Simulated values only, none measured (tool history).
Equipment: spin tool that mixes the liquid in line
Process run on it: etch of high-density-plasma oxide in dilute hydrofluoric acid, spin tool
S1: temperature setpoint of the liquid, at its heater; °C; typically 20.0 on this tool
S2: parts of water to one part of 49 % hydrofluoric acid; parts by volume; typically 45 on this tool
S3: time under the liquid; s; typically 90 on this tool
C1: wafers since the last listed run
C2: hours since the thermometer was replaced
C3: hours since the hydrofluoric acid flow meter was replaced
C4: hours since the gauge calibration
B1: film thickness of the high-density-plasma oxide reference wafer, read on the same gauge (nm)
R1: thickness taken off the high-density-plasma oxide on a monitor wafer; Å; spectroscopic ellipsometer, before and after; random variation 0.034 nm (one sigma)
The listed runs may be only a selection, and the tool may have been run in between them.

| run | hour | S1 | S2 | S3 | C1 | C2 | C3 | C4 | B1 | R1 |
|---|---|---|---|---|---|---|---|---|---|---|
| 1 | 0.0 | 20.0 | 45 | 90 | 0 | 3143.3 | 2253.1 | 157.0 | 30.00 | 126.8 |
| 2 | 15.4 | 20.0 | 45 | 90 | 171 | 3158.7 | 2268.5 | 172.4 | 29.97 | 126.7 |
| 3 | 24.7 | 20.0 | 45 | 90 | 103 | 3168.0 | 2277.8 | 181.7 | 29.99 | 127.2 |
| 4 | 42.7 | 20.0 | 35 | 125 | 200 | 3186.0 | 2295.8 | 199.7 | 30.01 | 228.6 |
| 5 | 53.4 | 20.0 | 35 | 125 | 119 | 3196.7 | 2306.5 | 210.4 | 29.98 | 229.1 |
| 6 | 61.6 | 20.0 | 35 | 125 | 91 | 3204.9 | 2314.7 | 218.6 | 30.03 | 228.8 |
|  | 73.2 | gauge calibrated |
| 7 | 106.5 | 20.0 | 40 | 60 | 501 | 3249.8 | 2359.6 | 33.3 | 29.99 | 95.2 |
| 8 | 113.6 | 20.0 | 40 | 60 | 79 | 3256.9 | 2366.7 | 40.4 | 30.03 | 95.6 |
| 9 | 128.6 | 23.5 | 45 | 90 | 167 | 3271.9 | 2381.7 | 55.4 | 30.00 | 145.7 |
| 10 | 145.3 | 20.0 | 45 | 90 | 186 | 3288.6 | 2398.4 | 72.1 | 29.98 | 125.8 |
|  | 147.5 | thermometer replaced |
| 11 | 156.5 | 20.0 | 45 | 60 | 113 | 9.0 | 2409.6 | 83.3 | 29.98 | 83.8 |
|  | 162.1 | hydrofluoric acid flow meter replaced |
| 12 | 164.2 | 20.0 | 45 | 90 | 74 | 16.7 | 2.1 | 91.0 | 30.02 | 144.6 |
| 13 | 173.5 | 17.0 | 45 | 75 | 103 | 26.0 | 11.4 | 100.3 | 30.02 | 105.6 |
| 14 | 188.3 | 20.0 | 45 | 90 | 165 | 40.8 | 26.2 | 115.1 | 29.97 | 144.1 |
| 15 | 200.9 | 23.5 | 45 | 125 | 140 | 53.4 | 38.8 | 127.7 | 29.99 | 231.4 |
| 16 | 208.7 | 20.0 | 30 | 90 | 87 | 61.2 | 46.6 | 135.5 | 29.98 | 220.0 |

State the hidden condition of the tool at each of the runs:
liquid hotter than its thermometer reads (K): 0 in every run
gauge reads high (%): 0 in every run
H1: hydrofluoric acid flow below the setpoint (%)
| run | H1 |
|---|---|
| 1 | 11.8 |
| 2 | 11.9 |
| 3 | 12 |
| 4 | 12.1 |
| 5 | 12.1 |
| 6 | 12.2 |
| 7 | 12.4 |
| 8 | 12.4 |
| 9 | 12.5 |
| 10 | 12.6 |
| 11 | 12.6 |
| 12 | 0.394 |
| 13 | 0.44 |
| 14 | 0.513 |
| 15 | 0.575 |
| 16 | 0.614 |

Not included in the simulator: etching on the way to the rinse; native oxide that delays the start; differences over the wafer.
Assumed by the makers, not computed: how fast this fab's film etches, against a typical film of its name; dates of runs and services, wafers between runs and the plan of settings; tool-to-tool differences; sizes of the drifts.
